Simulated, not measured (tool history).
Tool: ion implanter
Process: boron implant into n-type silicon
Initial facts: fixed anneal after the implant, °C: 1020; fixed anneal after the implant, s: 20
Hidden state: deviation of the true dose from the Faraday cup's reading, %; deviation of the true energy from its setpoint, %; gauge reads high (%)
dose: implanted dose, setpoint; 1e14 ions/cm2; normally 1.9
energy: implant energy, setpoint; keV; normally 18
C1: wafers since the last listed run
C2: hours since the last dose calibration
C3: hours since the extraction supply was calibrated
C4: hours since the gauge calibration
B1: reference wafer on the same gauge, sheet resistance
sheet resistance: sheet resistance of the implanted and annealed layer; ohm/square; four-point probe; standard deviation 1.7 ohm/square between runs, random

Run 1, hour 0: usual settings but dose 2.14 1e14 ions/cm2; C1 0; C2 377.9; C3 2610.6; C4 343.4; B1 375.33. Result: sheet resistance 413.51 ohm/square.
Run 2, hour 47.3: usual settings but dose 2.14 1e14 ions/cm2; C1 603; C2 425.2; C3 2657.9; C4 390.7; B1 374.64. Result: sheet resistance 417.56 ohm/square.
Run 3, hour 104.8: usual settings; C1 733; C2 482.7; C3 2715.4; C4 448.2; B1 375.05. Result: sheet resistance 456.24 ohm/square.
Run 4, hour 169.2: usual settings but dose 1.58 1e14 ions/cm2; C1 821; C2 547.1; C3 2779.8; C4 512.6; B1 375.05. Result: sheet resistance 532.48 ohm/square.
Run 5, hour 276.4: usual settings but energy 13 keV; C1 1367; C2 654.3; C3 2887; C4 619.8; B1 374.37. Result: sheet resistance 475.06 ohm/square.
Run 6, hour 300.6: usual settings but energy 21.5 keV; C1 308; C2 678.5; C3 2911.2; C4 644; B1 375.09. Result: sheet resistance 444.62 ohm/square.
Run 7, hour 333.5: usual settings; C1 419; C2 711.4; C3 2944.1; C4 676.9; B1 375.02. Result: sheet resistance 458.9 ohm/square.
Run 8, hour 362.5: usual settings; C1 369; C2 740.4; C3 2973.1; C4 705.9; B1 375.14. Result: sheet resistance 459.01 ohm/square.
Run 9, hour 504.1: usual settings but dose 1.35 1e14 ions/cm2, energy 22 keV; C1 1806; C2 882; C3 3114.7; C4 847.5; B1 374.9. Result: sheet resistance 585.15 ohm/square.
At hour 507.6: gauge calibrated.
Run 10, hour 564.3: usual settings but dose 1.41 1e14 ions/cm2, energy 16 keV; C1 767; C2 942.2; C3 3174.9; C4 56.7; B1 375.38. Result: sheet resistance 591.47 ohm/square.
At hour 609.9: extraction supply calibrated.
At hour 638.5: Faraday cup replaced and dose calibrated.
Run 11, hour 639: usual settings but dose 1.7 1e14 ions/cm2; C1 748; C2 0.5; C3 29.1; C4 131.4; B1 374.86. Result: sheet resistance 501.4 ohm/square.
Run 12, hour 660.3: usual settings; C1 271; C2 21.8; C3 50.4; C4 152.7; B1 374.87. Result: sheet resistance 457.42 ohm/square.
Run 13, hour 708.1: usual settings but dose 1.64 1e14 ions/cm2, energy 22 keV; C1 609; C2 69.6; C3 98.2; C4 200.5; B1 374.84. Result: sheet resistance 500.79 ohm/square.
Run 14, hour 770.3: usual settings but dose 1.41 1e14 ions/cm2, energy 16 keV; C1 793; C2 131.8; C3 160.4; C4 262.7; B1 375.37. Result: sheet resistance 589.93 ohm/square.
Run 15, hour 838.5: usual settings but dose 1.67 1e14 ions/cm2, energy 13.5 keV; C1 870; C2 200; C3 228.6; C4 330.9; B1 375.1. Result: sheet resistance 528.63 ohm/square.
Run 16, hour 876.2: usual settings but dose 2.28 1e14 ions/cm2, energy 21.5 keV; C1 480; C2 237.7; C3 266.3; C4 368.6; B1 375.07. Result: sheet resistance 384.43 ohm/square.
Run 17, hour 945: usual settings but dose 2.44 1e14 ions/cm2, energy 24.5 keV; C1 877; C2 306.5; C3 335.1; C4 437.4; B1 374.72. Result: sheet resistance 360.63 ohm/square.

Predict each of these 5 candidate next runs independently; none follows another, all start after run 17:
Run A, hour 945.4: usual settings; C1 5; C2 306.9; C3 335.5; C4 437.8; B1 ?. Result: sheet resistance ?.
Run B, hour 945.4: usual settings but dose 2.45 1e14 ions/cm2, energy 13 keV; C1 5; C2 306.9; C3 335.5; C4 437.8; B1 ?. Result: sheet resistance ?.
Run C, hour 945.4: usual settings but dose 1.66 1e14 ions/cm2, energy 20 keV; C1 5; C2 306.9; C3 335.5; C4 437.8; B1 ?. Result: sheet resistance ?.
Run D, hour 945.4: usual settings but dose 2.18 1e14 ions/cm2, energy 14 keV; C1 5; C2 306.9; C3 335.5; C4 437.8; B1 ?. Result: sheet resistance ?.
Run E, hour 945.4: usual settings but dose 2.38 1e14 ions/cm2, energy 21 keV; C1 5; C2 306.9; C3 335.5; C4 437.8; B1 ?. Result: sheet resistance ?.

run      B1  sheet resistance
  A  374.84             457.7
  B  374.84            386.76
  C  374.84            503.58
  D  374.84            421.98
  E  374.84            373.92
What these runs would have given with no unlogged condition in the tool:
run  sheet resistance
  A             457.7
  B            386.76
  C            503.58
  D            421.98
  E            373.92
